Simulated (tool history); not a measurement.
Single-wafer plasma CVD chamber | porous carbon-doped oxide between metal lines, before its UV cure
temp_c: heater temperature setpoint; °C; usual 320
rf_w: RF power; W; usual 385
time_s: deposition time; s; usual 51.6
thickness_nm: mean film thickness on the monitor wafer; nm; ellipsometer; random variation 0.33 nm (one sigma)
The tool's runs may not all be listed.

run	day	temp_c	rf_w	time_s	read-back reference wafer on the same gauge, thickness_nm	thickness_nm
1	0	320	385	55.9	189.015	236.025
2	0.75	320	385	55.9	188.962	235.339
3	1.454	320	385	55.9	189.001	235.66
4	1.917	326	385	55.6	188.999	226.473
5	2.583	320	430	46.9	188.963	214.394
6	3.279	320	430	46.9	188.983	213.555
7	3.612	320	385	51.6	188.994	217.017
8	4.35	320	385	47.1	189.003	198.528
# day 4.429: gauge calibrated
9	4.625	320	385	47.1	189.045	197.839
10	5.342	320	385	47.1	188.975	197.906
11	5.738	320	385	48	188.995	201.167
12	6.017	329	385	51.6	188.976	205.915
# day 6.417: thermocouple changed; heater temperature recalibrated
13	6.562	315	355	51.6	189.047	209.699
14	7.067	315	355	51.6	188.916	209.621
# day 7.838: RF generator calibrated
15	7.858	332	335	48.7	189.042	177.274
16	7.988	320	385	42.4	188.911	182.569
17	8.708	316	430	56.9	188.99	270.177
18	9.142	320	385	46.5	188.959	199.798
# day 9.55: showerhead replaced
19	9.571	314	425	51.6	189.082	246.272
20	9.867	325	310	58.9	188.955	210.029
21	10.217	320	385	51.6	189.007	221.334
22	10.488	315	325	51.6	189.024	201.959
23	10.921	320	385	51.6	188.982	222.093
24	11.6	320	385	46.5	189.039	200.082
25	12.029	310	455	46.4	189.063	238.544
26	12.404	312	405	57.2	189.012	266.296
27	13.1	330	385	51.6	189.028	208.802
28	13.775	320	310	51.6	188.996	189.585

The tool's hidden state at each run:
wafer temperature above the value expected at the setpoint (K): 0 in every run
gauge reads high (%): 0 in every run
H1: delivered RF power above the setpoint (%)
run	H1
1	-3.16
2	-3.28
3	-3.4
4	-3.48
5	-3.6
6	-3.72
7	-3.78
8	-3.92
9	-3.97
10	-4.1
11	-4.18
12	-4.23
13	-4.33
14	-4.43
15	-0.998
16	-0.998
17	-0.999
18	-1
19	-1
20	-1.01
21	-1.01
22	-1.01
23	-1.02
24	-1.03
25	-1.04
26	-1.05
27	-1.06
28	-1.08

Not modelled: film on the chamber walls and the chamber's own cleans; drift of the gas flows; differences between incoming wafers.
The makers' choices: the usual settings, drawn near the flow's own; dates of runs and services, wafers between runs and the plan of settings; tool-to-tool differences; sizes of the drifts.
